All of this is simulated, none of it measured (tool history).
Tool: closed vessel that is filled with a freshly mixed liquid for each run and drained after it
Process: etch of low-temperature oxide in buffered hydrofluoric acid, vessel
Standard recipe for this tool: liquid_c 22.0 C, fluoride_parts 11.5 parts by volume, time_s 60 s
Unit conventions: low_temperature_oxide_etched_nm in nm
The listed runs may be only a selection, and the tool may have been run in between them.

run,day,liquid_c,fluoride_parts,time_s,"read-back film thickness of the low-temperature oxide reference wafer, read on the same gauge (nm)",low_temperature_oxide_etched_nm
1,0.000,19.0,11.5,60,99.95,146.69
2,0.858,19.0,11.5,60,99.99,147.16
3,1.688,19.0,11.5,60,100.02,145.84
4,2.325,22.0,11.5,40,99.98,115.09
5,3.775,22.0,13.5,60,100.00,148.07
# day 4.925: thermometer replaced
6,5.162,22.0,11.5,80,100.00,229.81
7,6.029,22.0,11.5,80,100.03,229.38
# day 6.275: gauge calibrated
8,6.908,18.5,11.5,60,100.01,142.96
# day 7.796: hydrofluoric acid flow meter replaced
9,8.358,26.0,11.5,60,100.00,215.86
10,9.288,24.5,9.5,90,100.00,352.56
11,10.375,19.5,10.0,45,99.99,130.09
12,11.625,22.0,11.5,60,100.02,173.32
13,12.317,20.5,14.0,60,99.98,131.58
14,13.629,18.5,15.5,30,100.01,52.74

Forecast each of these 4 alternatives for the next run:
A,13.658,22.0,11.5,60,?,?
B,13.658,18.5,10.0,35,?,?
C,13.658,22.0,14.0,60,?,?
D,13.658,23.5,15.0,85,?,?

run,"read-back film thickness of the low-temperature oxide reference wafer, read on the same gauge (nm)",low_temperature_oxide_etched_nm
A,99.97,171.61
B,99.97,94.33
C,99.97,141.54
D,99.97,203.51
Had the tool no hidden state, the same runs would have come out as:
run,low_temperature_oxide_etched_nm
A,171.61
B,94.33
C,141.54
D,203.51
